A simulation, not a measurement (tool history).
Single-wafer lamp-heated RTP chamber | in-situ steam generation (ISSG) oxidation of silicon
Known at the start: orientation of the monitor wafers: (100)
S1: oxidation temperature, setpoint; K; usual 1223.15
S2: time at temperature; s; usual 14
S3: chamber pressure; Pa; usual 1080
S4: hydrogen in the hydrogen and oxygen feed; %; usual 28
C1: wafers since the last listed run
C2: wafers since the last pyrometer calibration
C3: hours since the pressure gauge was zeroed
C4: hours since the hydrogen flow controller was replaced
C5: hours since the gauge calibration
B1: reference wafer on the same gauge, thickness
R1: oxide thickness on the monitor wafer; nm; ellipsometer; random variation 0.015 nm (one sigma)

{"run": 1, "hour": 0.0, "S1": 1223.15, "S2": 14, "S3": 1080, "S4": 28, "C1": 0, "C2": 2802, "C3": 3079.8, "C4": 3343.4, "C5": 2179.5, "B1": 3.359, "R1": 4.191}
{"run": 2, "hour": 39.8, "S1": 1223.15, "S2": 14, "S3": 1080, "S4": 28, "C1": 778, "C2": 3580, "C3": 3119.6, "C4": 3383.2, "C5": 2219.3, "B1": 3.361, "R1": 4.182}
{"run": 3, "hour": 112.7, "S1": 1223.15, "S2": 10, "S3": 1080, "S4": 28, "C1": 1425, "C2": 5005, "C3": 3192.5, "C4": 3456.1, "C5": 2292.2, "B1": 3.36, "R1": 3.724}
{"run": 4, "hour": 157.7, "S1": 1223.15, "S2": 10, "S3": 1080, "S4": 28, "C1": 879, "C2": 5885, "C3": 3237.5, "C4": 3501.1, "C5": 2337.2, "B1": 3.362, "R1": 3.725}
{"run": 5, "hour": 230.1, "S1": 1223.15, "S2": 10, "S3": 1080, "S4": 28, "C1": 1415, "C2": 7300, "C3": 3309.9, "C4": 3573.5, "C5": 2409.6, "B1": 3.356, "R1": 3.712}
{"hour": 309.5, "done": "pyrometer window cleaned and pyrometer calibrated"}
{"run": 6, "hour": 331.9, "S1": 1223.15, "S2": 14, "S3": 1080, "S4": 28, "C1": 1833, "C2": 438, "C3": 3411.7, "C4": 3675.3, "C5": 2511.4, "B1": 3.355, "R1": 4.174}
{"run": 7, "hour": 410.4, "S1": 1223.15, "S2": 14, "S3": 1080, "S4": 28, "C1": 1534, "C2": 1972, "C3": 3490.2, "C4": 3753.8, "C5": 2589.9, "B1": 3.359, "R1": 4.203}
{"run": 8, "hour": 480.2, "S1": 1223.15, "S2": 14, "S3": 1080, "S4": 28, "C1": 1364, "C2": 3337, "C3": 3560.0, "C4": 3823.6, "C5": 2659.7, "B1": 3.36, "R1": 4.183}
{"run": 9, "hour": 551.0, "S1": 1236.15, "S2": 14, "S3": 1080, "S4": 28, "C1": 1384, "C2": 4721, "C3": 3630.8, "C4": 3894.4, "C5": 2730.5, "B1": 3.36, "R1": 4.366}
{"run": 10, "hour": 635.5, "S1": 1236.15, "S2": 14, "S3": 1080, "S4": 28, "C1": 1651, "C2": 6373, "C3": 3715.3, "C4": 3978.9, "C5": 2815.0, "B1": 3.359, "R1": 4.323}
{"run": 11, "hour": 730.0, "S1": 1236.15, "S2": 14, "S3": 1080, "S4": 28, "C1": 1847, "C2": 8220, "C3": 3809.8, "C4": 4073.4, "C5": 2909.5, "B1": 3.361, "R1": 4.341}
{"hour": 778.1, "done": "pyrometer window cleaned and pyrometer calibrated"}
{"hour": 912.1, "done": "gauge calibrated"}
{"run": 12, "hour": 1029.5, "S1": 1223.15, "S2": 14, "S3": 1080, "S4": 28, "C1": 5698, "C2": 4914, "C3": 4109.3, "C4": 4372.9, "C5": 117.4, "B1": 3.36, "R1": 4.195}
{"hour": 1042.1, "done": "pressure gauge zeroed"}
{"run": 13, "hour": 1069.0, "S1": 1223.15, "S2": 14, "S3": 1080, "S4": 21, "C1": 615, "C2": 5530, "C3": 26.9, "C4": 4412.4, "C5": 156.9, "B1": 3.356, "R1": 3.886}
{"run": 14, "hour": 1118.5, "S1": 1223.15, "S2": 14, "S3": 1080, "S4": 28, "C1": 967, "C2": 6497, "C3": 76.4, "C4": 4461.9, "C5": 206.4, "B1": 3.363, "R1": 4.165}
{"hour": 1169.6, "done": "hydrogen flow controller replaced"}
{"run": 15, "hour": 1200.7, "S1": 1223.15, "S2": 14, "S3": 1080, "S4": 28, "C1": 1450, "C2": 7948, "C3": 158.6, "C4": 31.1, "C5": 288.6, "B1": 3.359, "R1": 4.204}
{"hour": 1301.6, "done": "pyrometer window cleaned and pyrometer calibrated"}
{"run": 16, "hour": 1431.3, "S1": 1238.15, "S2": 14, "S3": 1213, "S4": 22, "C1": 4351, "C2": 2535, "C3": 389.2, "C4": 261.7, "C5": 519.2, "B1": 3.359, "R1": 4.063}
{"run": 17, "hour": 1521.6, "S1": 1223.15, "S2": 18, "S3": 1080, "S4": 28, "C1": 1765, "C2": 4300, "C3": 479.5, "C4": 352.0, "C5": 609.5, "B1": 3.361, "R1": 4.599}
{"run": 18, "hour": 1611.6, "S1": 1205.15, "S2": 19, "S3": 1080, "S4": 28, "C1": 1759, "C2": 6059, "C3": 569.5, "C4": 442.0, "C5": 699.5, "B1": 3.362, "R1": 4.471}
{"run": 19, "hour": 1695.7, "S1": 1206.15, "S2": 10, "S3": 1080, "S4": 24, "C1": 1643, "C2": 7703, "C3": 653.6, "C4": 526.1, "C5": 783.6, "B1": 3.36, "R1": 3.424}
{"run": 20, "hour": 1789.8, "S1": 1223.15, "S2": 14, "S3": 1080, "S4": 28, "C1": 1839, "C2": 9543, "C3": 747.7, "C4": 620.2, "C5": 877.7, "B1": 3.36, "R1": 4.152}
{"hour": 1824.1, "done": "pyrometer window cleaned and pyrometer calibrated"}
{"run": 21, "hour": 1851.0, "S1": 1223.15, "S2": 14, "S3": 1080, "S4": 19, "C1": 1039, "C2": 525, "C3": 808.9, "C4": 681.4, "C5": 938.9, "B1": 3.363, "R1": 3.789}
{"run": 22, "hour": 1939.7, "S1": 1223.15, "S2": 14, "S3": 1080, "S4": 28, "C1": 1733, "C2": 2259, "C3": 897.6, "C4": 770.1, "C5": 1027.6, "B1": 3.359, "R1": 4.184}
{"run": 23, "hour": 2240.5, "S1": 1237.15, "S2": 14, "S3": 973, "S4": 32, "C1": 5880, "C2": 8139, "C3": 1198.4, "C4": 1070.9, "C5": 1328.4, "B1": 3.361, "R1": 4.524}
{"run": 24, "hour": 2323.2, "S1": 1230.15, "S2": 14, "S3": 1080, "S4": 28, "C1": 1616, "C2": 9755, "C3": 1281.1, "C4": 1153.6, "C5": 1411.1, "B1": 3.361, "R1": 4.27}

Forecast each of these 4 alternatives for the next run:
{"run": "A", "hour": 2323.6, "S1": 1241.15, "S2": 14, "S3": 1080, "S4": 28, "C1": 7, "C2": 9763, "C3": 1281.5, "C4": 1154.0, "C5": 1411.5, "B1": "?", "R1": "?"}
{"run": "B", "hour": 2323.6, "S1": 1223.15, "S2": 10, "S3": 1080, "S4": 24, "C1": 7, "C2": 9763, "C3": 1281.5, "C4": 1154.0, "C5": 1411.5, "B1": "?", "R1": "?"}
{"run": "C", "hour": 2323.6, "S1": 1223.15, "S2": 14, "S3": 1080, "S4": 31, "C1": 7, "C2": 9763, "C3": 1281.5, "C4": 1154.0, "C5": 1411.5, "B1": "?", "R1": "?"}
{"run": "D", "hour": 2323.6, "S1": 1203.15, "S2": 10, "S3": 960, "S4": 32, "C1": 7, "C2": 9763, "C3": 1281.5, "C4": 1154.0, "C5": 1411.5, "B1": "?", "R1": "?"}

run=A B1=3.363 R1=4.380
run=B B1=3.363 R1=3.541
run=C B1=3.363 R1=4.285
run=D B1=3.363 R1=3.701
Without the tool's hidden state the same runs would have given:
run=A R1=4.380
run=B R1=3.541
run=C R1=4.285
run=D R1=3.701
